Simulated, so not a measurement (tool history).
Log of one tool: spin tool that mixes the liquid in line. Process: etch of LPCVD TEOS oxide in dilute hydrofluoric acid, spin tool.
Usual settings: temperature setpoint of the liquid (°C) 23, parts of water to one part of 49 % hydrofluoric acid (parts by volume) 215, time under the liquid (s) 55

run,hour,temperature setpoint of the liquid (°C),parts of water to one part of 49 % hydrofluoric acid (parts by volume),time under the liquid (s),wafers since the last listed run,hours since the thermometer was replaced,hours since the hydrofluoric acid flow meter was replaced,hours since the gauge calibration,"read-back film thickness of the LPCVD TEOS oxide reference wafer, read on the same gauge (nm)",thickness taken off the LPCVD TEOS oxide on a monitor wafer (nm)
1,0,23,215,55,0,1585.4,581.7,60.7,100.01,8.47
2,16.9,23,215,55,189,1602.3,598.6,77.6,99.97,8.42
3,34.9,23,215,55,201,1620.3,616.6,95.6,100,8.44
4,44.1,23,215,55,102,1629.5,625.8,104.8,100,8.42
5,53.6,23,175,55,106,1639,635.3,114.3,100.02,10.85
6,70.7,23,215,55,191,1656.1,652.4,131.4,99.97,8.45
7,83.5,23,215,55,143,1668.9,665.2,144.2,100.01,8.42
8,90.9,21.5,165,55,82,1676.3,672.6,151.6,100,10.98
9,107.1,19.5,215,30,181,1692.5,688.8,167.8,100,4.03
10,113.1,23,170,90,67,1698.5,694.8,173.8,100,18.24
11,130.2,21.5,145,30,191,1715.6,711.9,190.9,100,6.95
# hour 133.2: thermometer replaced
# hour 136.1: gauge calibrated
# hour 136.7: hydrofluoric acid flow meter replaced
12,143.6,26.5,215,40,127,10.4,6.9,7.5,100,6.75
13,159.4,21.5,215,55,176,26.2,22.7,23.3,99.99,7.69
14,167.6,18.5,325,30,91,34.4,30.9,31.5,100.02,2.24
15,182.8,23,215,55,170,49.6,46.1,46.7,100.01,8.17
16,191.5,23,180,55,97,58.3,54.8,55.4,100.01,10.09
17,201.2,25.5,215,40,108,68,64.5,65.1,99.99,6.47

The same runs without the tool's hidden state, with the same run-to-run variation:
The hidden state here: liquid hotter than its thermometer reads (K); hydrofluoric acid flow below the setpoint (%); gauge reads high (%).
run,thickness taken off the LPCVD TEOS oxide on a monitor wafer (nm)
1,8.26
2,8.22
3,8.25
4,8.23
5,10.57
6,8.28
7,8.25
8,10.68
9,3.94
10,17.81
11,6.75
12,6.82
13,7.78
14,2.27
15,8.27
16,10.21
17,6.56

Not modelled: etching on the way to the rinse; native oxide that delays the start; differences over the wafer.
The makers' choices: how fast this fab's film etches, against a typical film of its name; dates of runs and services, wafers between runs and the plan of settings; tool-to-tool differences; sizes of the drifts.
